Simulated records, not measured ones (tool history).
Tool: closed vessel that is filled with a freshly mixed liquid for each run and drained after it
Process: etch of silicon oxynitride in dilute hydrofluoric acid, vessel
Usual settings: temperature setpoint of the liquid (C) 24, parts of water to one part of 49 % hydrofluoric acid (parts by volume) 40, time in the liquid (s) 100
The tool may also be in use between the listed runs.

run     day  temperature setpoint of the liquid (C)  parts of water to one part of 49 % hydrofluoric acid (parts by volume)  time in the liquid (s)  wafers since the last listed run  hours since the thermometer was replaced  hours since the hydrofluoric acid flow meter was replaced  hours since the gauge calibration  read-back film thickness of the silicon oxynitride reference wafer, read on the same gauge (nm)  thickness taken off the silicon oxynitride on a monitor wafer (angstrom)
  1       0                                      24                                                                      40                     100                                 0                                     836.1                                                     1503.4                             1885.6                                                                                               40                                                                     130.2
  2   1.083                                      24                                                                      40                     115                              3254                                     862.1                                                     1529.4                             1911.6                                                                                            40.01                                                                     148.3
  3   2.912                                      24                                                                      40                     115                              5494                                       906                                                     1573.3                             1955.5                                                                                            40.01                                                                     149.9
  4   4.638                                      24                                                                      40                     100                              5181                                     947.4                                                     1614.7                             1996.9                                                                                            39.99                                                                     130.3
  5   6.017                                      24                                                                      40                     100                              4142                                     980.5                                                     1647.8                               2030                                                                                            39.97                                                                     129.5
  6   8.667                                      24                                                                      40                     100                              7960                                    1044.1                                                     1711.4                             2093.6                                                                                            39.98                                                                     130.8
  7  10.412                                      24                                                                      40                     100                              5244                                      1086                                                     1753.3                             2135.5                                                                                            39.97                                                                     130.6
  8  12.117                                    19.5                                                                      35                      50                              5119                                    1126.9                                                     1794.2                             2176.4                                                                                            40.03                                                                      60.4
  9  13.329                                    19.5                                                                      35                      50                              3642                                      1156                                                     1823.3                             2205.5                                                                                            39.98                                                                      60.8
 10  14.917                                      20                                                                      50                      70                              4768                                    1194.1                                                     1861.4                             2243.6                                                                                               40                                                                      59.6
 11  16.588                                    20.5                                                                      40                     100                              5019                                    1234.2                                                     1901.5                             2283.7                                                                                            40.04                                                                     111.9
 12  19.304                                    21.5                                                                      60                      45                              8160                                    1299.4                                                     1966.7                             2348.9                                                                                               40                                                                      34.9
 13  20.712                                      22                                                                      20                     120                              4230                                    1333.2                                                     2000.5                             2382.7                                                                                            40.04                                                                     288.5
 14  22.842                                    20.5                                                                      25                     100                              6395                                    1384.3                                                     2051.6                             2433.8                                                                                               40                                                                     181.1
       25.6  -- gauge calibrated
 15  25.758                                      24                                                                      40                     100                              8761                                    1454.3                                                     2121.6                                3.8                                                                                            39.99                                                                     134.1
 16  27.804                                      24                                                                      40                     100                              6145                                    1503.4                                                     2170.7                               52.9                                                                                            40.02                                                                     134.4
 17  30.675                                      26                                                                      60                     100                              8623                                    1572.3                                                     2239.6                              121.8                                                                                               40                                                                      98.2
 18  31.804                                    21.5                                                                      60                      45                              3391                                    1599.4                                                     2266.7                              148.9                                                                                            40.04                                                                      35.4
 19  33.729                                      28                                                                      40                     100                              5782                                    1645.6                                                     2312.9                              195.1                                                                                            39.98                                                                       164
 20  35.067                                    19.5                                                                      55                      60                              4017                                    1677.7                                                       2345                              227.2                                                                                            40.05                                                                      47.1
     36.079  -- thermometer replaced
 21  36.217                                    20.5                                                                      40                     100                              3329                                       3.3                                                     2372.6                              254.8                                                                                               40                                                                     107.5
 22  38.279                                      24                                                                      50                     100                              6195                                      52.8                                                     2422.1                              304.3                                                                                            39.99                                                                     101.9
     38.483  -- hydrofluoric acid flow meter replaced
 23  40.029                                      24                                                                      60                      45                              5131                                      94.8                                                       37.1                              346.3                                                                                            40.01                                                                      35.5
 24  41.254                                      24                                                                      30                     100                              3679                                     124.2                                                       66.5                              375.7                                                                                               40                                                                     161.3
 25  44.058                                    27.5                                                                      55                      55                              8423                                     191.5                                                      133.8                                443                                                                                            39.98                                                                      56.1
 26  46.046                                      24                                                                      30                     100                              5970                                     239.2                                                      181.5                              490.7                                                                                            40.01                                                                     162.1
 27  48.275                                      20                                                                      20                      60                              6696                                     292.7                                                        235                              544.2                                                                                            39.95                                                                     120.5
 28  50.554                                      24                                                                      50                     135                              6846                                     347.4                                                      289.7                              598.9                                                                                            39.98                                                                     131.6
 29  51.588                                      24                                                                      40                     100                              3104                                     372.2                                                      314.5                              623.7                                                                                            39.99                                                                       123
 30  54.562                                      24                                                                      40                     140                              8936                                     443.6                                                      385.9                              695.1                                                                                            39.97                                                                     173.7
 31  56.479                                      24                                                                      40                     100                              5757                                     489.6                                                      431.9                              741.1                                                                                            39.96                                                                       123
 32  58.312                                      24                                                                      40                     100                              5507                                     533.6                                                      475.9                              785.1                                                                                               40                                                                     122.9

5 ways to go on from here, each from the tool as it stands after run 32. What would each give?
  A  58.342                                      24                                                                      40                     100                                87                                     534.3                                                      476.6                              785.8                                                                                                ?                                                                         ?
  B  58.342                                      24                                                                      40                      80                                87                                     534.3                                                      476.6                              785.8                                                                                                ?                                                                         ?
  C  58.342                                    22.5                                                                      55                     160                                87                                     534.3                                                      476.6                              785.8                                                                                                ?                                                                         ?
  D  58.342                                    20.5                                                                      25                     125                                87                                     534.3                                                      476.6                              785.8                                                                                                ?                                                                         ?
  E  58.342                                      24                                                                      40                      60                                87                                     534.3                                                      476.6                              785.8                                                                                                ?                                                                         ?

run  read-back film thickness of the silicon oxynitride reference wafer, read on the same gauge (nm)  thickness taken off the silicon oxynitride on a monitor wafer (angstrom)
  A                                                                                            40.02                                                                       125
  B                                                                                            40.02                                                                       100
  C                                                                                            40.02                                                                     133.5
  D                                                                                            40.02                                                                     211.8
  E                                                                                            40.02                                                                        75
Without the tool's hidden state the same runs would have given:
run  thickness taken off the silicon oxynitride on a monitor wafer (angstrom)
  A                                                                     120.4
  B                                                                      96.3
  C                                                                     128.6
  D                                                                     203.9
  E                                                                      72.2

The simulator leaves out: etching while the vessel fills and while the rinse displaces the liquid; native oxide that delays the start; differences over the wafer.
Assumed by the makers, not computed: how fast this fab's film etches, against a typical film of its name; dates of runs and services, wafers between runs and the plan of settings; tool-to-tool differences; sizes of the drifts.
